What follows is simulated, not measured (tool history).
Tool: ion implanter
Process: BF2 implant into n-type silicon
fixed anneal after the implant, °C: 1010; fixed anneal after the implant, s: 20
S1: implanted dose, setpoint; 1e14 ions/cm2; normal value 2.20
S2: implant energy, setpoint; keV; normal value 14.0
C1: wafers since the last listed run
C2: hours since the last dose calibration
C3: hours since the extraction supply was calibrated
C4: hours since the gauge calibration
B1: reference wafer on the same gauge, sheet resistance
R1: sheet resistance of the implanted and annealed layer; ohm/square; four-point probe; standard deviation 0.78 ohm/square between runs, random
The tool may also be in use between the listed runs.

run	hour	S1	S2	C1	C2	C3	C4	B1	R1
1	0.0	2.20	14.0	0	1884.4	4314.1	106.9	510.82	533.76
2	26.2	2.20	14.0	293	1910.6	4340.3	133.1	510.80	533.91
3	46.4	2.20	14.0	226	1930.8	4360.5	153.3	511.20	534.31
4	122.4	2.20	14.0	851	2006.8	4436.5	229.3	510.94	534.69
5	158.1	2.20	14.0	400	2042.5	4472.2	265.0	511.05	534.09
6	181.7	2.20	14.0	264	2066.1	4495.8	288.6	510.79	534.14
7	209.5	2.20	13.0	311	2093.9	4523.6	316.4	510.79	540.95
8	229.7	2.20	13.0	226	2114.1	4543.8	336.6	510.88	541.17
9	243.2	2.20	13.0	151	2127.6	4557.3	350.1	510.64	540.97
10	275.2	2.71	14.0	358	2159.6	4589.3	382.1	511.01	450.22
# hour 293.6: Faraday cup replaced and dose calibrated
11	309.5	2.20	14.0	294	15.9	4623.6	416.4	510.98	519.57
12	342.8	2.67	14.0	373	49.2	4656.9	449.7	510.97	442.93
13	371.6	2.20	13.0	322	78.0	4685.7	478.5	511.16	525.29
14	393.5	2.03	17.0	245	99.9	4707.6	500.4	511.23	545.93
15	420.5	2.20	9.5	302	126.9	4734.6	527.4	510.81	553.34
# hour 458.2: extraction supply calibrated
16	458.7	1.91	17.0	338	165.1	0.5	565.6	511.22	575.65
17	481.7	1.88	14.0	257	188.1	23.5	588.6	511.04	598.19
18	505.9	2.83	15.5	271	212.3	47.7	612.8	510.75	417.80
# hour 514.6: gauge calibrated
19	539.2	2.20	14.0	373	245.6	81.0	24.6	511.00	521.43
20	553.1	2.74	16.5	155	259.5	94.9	38.5	510.75	426.51
21	646.8	1.91	14.0	1050	353.2	188.6	132.2	510.95	589.93
22	661.2	2.44	17.5	161	367.6	203.0	146.6	510.91	467.76

4 options for the next run, each taken on its own from the tool as it stands now. Forecast them:
A	661.6	2.20	14.0	4	368.0	203.4	147.0	?	?
B	661.6	2.48	17.5	4	368.0	203.4	147.0	?	?
C	661.6	2.75	11.5	4	368.0	203.4	147.0	?	?
D	661.6	2.20	17.5	4	368.0	203.4	147.0	?	?

run	B1	R1
A	511.02	521.56
B	511.02	459.02
C	511.02	447.17
D	511.02	508.46
What these runs would have given with no unlogged condition in the tool:
run	R1
A	515.86
B	454.06
C	442.73
D	502.87
